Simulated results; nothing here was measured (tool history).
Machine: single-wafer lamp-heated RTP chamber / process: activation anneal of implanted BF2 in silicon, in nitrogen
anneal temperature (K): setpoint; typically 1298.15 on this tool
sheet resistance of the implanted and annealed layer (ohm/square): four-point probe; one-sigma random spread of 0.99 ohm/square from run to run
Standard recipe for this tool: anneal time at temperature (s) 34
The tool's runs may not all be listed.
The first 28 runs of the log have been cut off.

run	hour	anneal temperature (K)	anneal time at temperature (s)	read-back reference wafer on the same gauge, sheet resistance	sheet resistance of the implanted and annealed layer (ohm/square)
29	782.6	1298.15	34	329.18	331.00
30	799.9	1273.15	45	329.19	339.17
31	819.7	1298.15	34	329.02	332.34
32	853.7	1276.15	22	329.03	344.52
33	876.8	1318.15	49	329.08	317.41
34	892.3	1314.15	16	328.96	334.91
# hour 906.6: pyrometer window cleaned and pyrometer calibrated
35	913.8	1298.15	34	329.01	334.91
36	926.9	1276.15	51	328.87	334.86

Consider 5 possible next runs. They are alternatives, not a sequence: every one starts from the tool as it was left by run 36. What does each give?
A	927.3	1298.15	34	?	?
B	927.3	1290.15	41	?	?
C	927.3	1275.15	22	?	?
D	927.3	1316.15	43	?	?
E	927.3	1318.15	34	?	?

run	read-back reference wafer on the same gauge, sheet resistance	sheet resistance of the implanted and annealed layer (ohm/square)
A	328.85	334.40
B	328.85	334.73
C	328.85	347.28
D	328.85	323.49
E	328.85	326.35
Had the tool no hidden state, the same runs would have come out as:
run	sheet resistance of the implanted and annealed layer (ohm/square)
A	334.56
B	334.89
C	347.43
D	323.65
E	326.50
